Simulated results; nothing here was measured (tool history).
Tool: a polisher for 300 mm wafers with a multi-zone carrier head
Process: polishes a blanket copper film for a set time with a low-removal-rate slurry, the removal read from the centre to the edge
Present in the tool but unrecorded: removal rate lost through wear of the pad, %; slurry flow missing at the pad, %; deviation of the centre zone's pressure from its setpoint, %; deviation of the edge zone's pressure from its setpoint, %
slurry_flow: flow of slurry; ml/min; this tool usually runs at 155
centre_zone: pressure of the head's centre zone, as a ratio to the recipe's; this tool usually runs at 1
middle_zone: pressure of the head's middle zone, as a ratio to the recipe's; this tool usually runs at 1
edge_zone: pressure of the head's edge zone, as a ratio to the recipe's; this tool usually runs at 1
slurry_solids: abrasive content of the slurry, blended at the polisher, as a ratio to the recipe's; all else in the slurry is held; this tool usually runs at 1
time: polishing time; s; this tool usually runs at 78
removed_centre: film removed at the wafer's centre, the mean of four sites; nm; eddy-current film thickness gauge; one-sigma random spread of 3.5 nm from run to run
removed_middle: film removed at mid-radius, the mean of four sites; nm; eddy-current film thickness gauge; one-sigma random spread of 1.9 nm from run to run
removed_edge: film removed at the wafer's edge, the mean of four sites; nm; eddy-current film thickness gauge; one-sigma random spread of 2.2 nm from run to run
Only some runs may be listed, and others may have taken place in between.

run	day	slurry_flow	centre_zone	middle_zone	edge_zone	slurry_solids	time	wafers since the last listed run	wafers polished on this pad	hours since the slurry nozzle was cleaned	hours since the centre zone pressure was calibrated	hours since the edge zone pressure was calibrated	hours since the carrier head's membrane was replaced	incoming thickness of the incoming film, nm	removed_centre	removed_middle	removed_edge
1	0	155	1	1	1	1	78	0	721	69.6	13	380	1072.2	734.8	236	234.4	234.2
2	0.55	155	1	1	1	1	78	162	883	82.8	26.2	393.2	1085.4	733.1	233.3	234.3	235.7
3	0.8	130	1.11	1	1	1.2	97	73	957	88.8	32.2	399.2	1091.4	740.6	332.8	299	309.7
4	1.133	155	1.03	1	1	1	72	98	1056	96.8	40.2	407.2	1099.4	741.1	221.8	215.6	221.6
# day 1.817: carrier head's membrane replaced by a new one
5	1.838	155	1	1	1	1	78	146	1203	113.7	57.1	424.1	0.5	747.2	232.7	235.1	239.3
6	2.246	155	1	1	0.93	1	78	120	1324	123.5	66.9	433.9	10.3	735.4	236.9	233.9	232.2
# day 2.604: worn pad replaced by a new one
7	2.671	155	1	1	1	1	78	76	20	133.7	77.1	444.1	20.5	743.2	233.7	232.1	240.3
8	3.05	155	1	1	1	1	78	112	132	142.8	86.2	453.2	29.6	749.3	223.1	235.4	235.4
# day 3.358: edge zone pressure recalibrated
9	3.433	155	1	1	1	0.8	78	88	221	152	95.4	1.8	38.8	730.4	217.7	218.7	223.2
10	5.65	155	1	1	1.12	1	78	656	877	205.2	148.6	55	92	745.1	227.1	234.5	250.9
# day 7.338: worn pad replaced by a new one
11	7.512	155	1	1	1.06	1	86	501	51	249.9	193.3	99.7	136.7	749.4	235.3	256.7	271.5
12	7.95	155	0.95	1.04	1.05	1	104	129	180	260.4	203.8	110.2	147.2	748.5	280	322.5	328.5
13	8.479	155	1.05	1	0.9	1	64	156	337	273.1	216.5	122.9	159.9	735.3	188.1	192.4	187.7
14	9.1	155	1.05	0.9	0.93	1.15	78	183	521	288	231.4	137.8	174.8	745.8	234.1	230	236.2
15	9.912	205	1	1	1	1	62	240	761	307.5	250.9	157.3	194.3	749.3	182.1	194.3	197.3
16	10.558	115	0.9	1	1	0.9	78	191	952	323	266.4	172.8	209.8	734.4	181.8	212.8	217.4
17	11.042	155	1	1	0.9	1.15	93	143	1095	334.6	278	184.4	221.4	749.9	268.1	290.7	276.2
# day 11.583: worn pad replaced by a new one
18	11.762	155	1	1	1	1	78	164	53	351.9	295.3	201.7	238.7	746.7	217.8	235.8	242.1
19	12.271	155	0.95	1.04	1.05	1	104	150	203	364.1	307.5	213.9	250.9	731.4	278.7	319.5	326.2
20	12.638	155	1	1	0.96	1	78	108	312	372.9	316.3	222.7	259.7	739.4	218.8	235.8	230.3
21	13.121	155	1	1	1	1	78	143	455	384.5	327.9	234.3	271.3	731	221.5	231.3	237

For each entry between runs, how does the tool's hidden state at the last listed run before it compare with that at the first listed run after it?
After run 4, before run 5: carrier head's membrane replaced by a new one (day 1.817)
  deviation of the centre zone's pressure from its setpoint, %: -2.49 -> -3.4
  measured result minus the result with no hidden state, removed_centre: -5.3 -> -7.7 nm
After run 6, before run 7: worn pad replaced by a new one (day 2.604)
  deviation of the centre zone's pressure from its setpoint, %: -3.89 -> -4.37
  measured result minus the result with no hidden state, removed_centre: -9 -> -10 nm
After run 8, before run 9: edge zone pressure recalibrated (day 3.358)
  deviation of the centre zone's pressure from its setpoint, %: -4.78 -> -5.17
  measured result minus the result with no hidden state, removed_centre: -10.5 -> -11 nm
After run 10, before run 11: worn pad replaced by a new one (day 7.338)
  deviation of the centre zone's pressure from its setpoint, %: -7.08 -> -8.3
  measured result minus the result with no hidden state, removed_centre: -16.1 -> -19.8 nm
After run 17, before run 18: worn pad replaced by a new one (day 11.583)
  deviation of the centre zone's pressure from its setpoint, %: -9.91 -> -10.2
  measured result minus the result with no hidden state, removed_centre: -27.5 -> -22.9 nm
